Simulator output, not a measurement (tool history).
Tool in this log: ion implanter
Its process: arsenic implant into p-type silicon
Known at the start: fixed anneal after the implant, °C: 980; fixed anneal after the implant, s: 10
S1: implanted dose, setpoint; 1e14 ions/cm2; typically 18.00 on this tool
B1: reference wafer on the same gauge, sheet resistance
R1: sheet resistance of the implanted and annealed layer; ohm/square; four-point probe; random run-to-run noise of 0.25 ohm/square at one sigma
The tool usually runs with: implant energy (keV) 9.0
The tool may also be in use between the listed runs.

Run 1, hour 0.0: usual settings; B1 195.98. Result: R1 166.25 ohm/square.
Run 2, hour 96.5: usual settings but implant energy (keV) 11.5; B1 196.01. Result: R1 154.54 ohm/square.
At hour 114.7: gauge calibrated.
Run 3, hour 191.1: usual settings; B1 196.00. Result: R1 166.81 ohm/square.
Run 4, hour 282.1: usual settings; B1 196.02. Result: R1 166.88 ohm/square.
Run 5, hour 370.4: usual settings; B1 195.95. Result: R1 167.01 ohm/square.
Run 6, hour 414.0: usual settings; B1 195.91. Result: R1 166.96 ohm/square.
At hour 432.1: Faraday cup replaced and dose calibrated.
Run 7, hour 486.5: usual settings; B1 196.09. Result: R1 166.21 ohm/square.
Run 8, hour 564.1: usual settings but S1 14.81 1e14 ions/cm2, implant energy (keV) 7.5; B1 196.08. Result: R1 180.23 ohm/square.
Run 9, hour 610.9: usual settings but S1 12.75 1e14 ions/cm2, implant energy (keV) 10.0; B1 196.07. Result: R1 169.69 ohm/square.
At hour 690.8: gauge calibrated.
Run 10, hour 699.2: usual settings; B1 196.00. Result: R1 166.15 ohm/square.
Run 11, hour 774.1: usual settings but implant energy (keV) 12.0; B1 196.03. Result: R1 152.72 ohm/square.
Run 12, hour 823.5: usual settings but S1 15.25 1e14 ions/cm2, implant energy (keV) 11.0; B1 196.06. Result: R1 161.32 ohm/square.
Run 13, hour 888.3: usual settings but S1 23.19 1e14 ions/cm2, implant energy (keV) 11.0; B1 196.04. Result: R1 151.78 ohm/square.

Run 14 comes next. What will it give?
At hour 942.1: extraction supply calibrated.
Run 14, hour 959.3: usual settings but S1 21.71 1e14 ions/cm2, implant energy (keV) 10.0; B1 ?. Result: R1 ?.

{"run 14": {"B1": 195.86, "R1": 157.53}}
On a tool with no hidden condition, and with the same random variation, this run would have come out at R1 156.71 ohm/square.
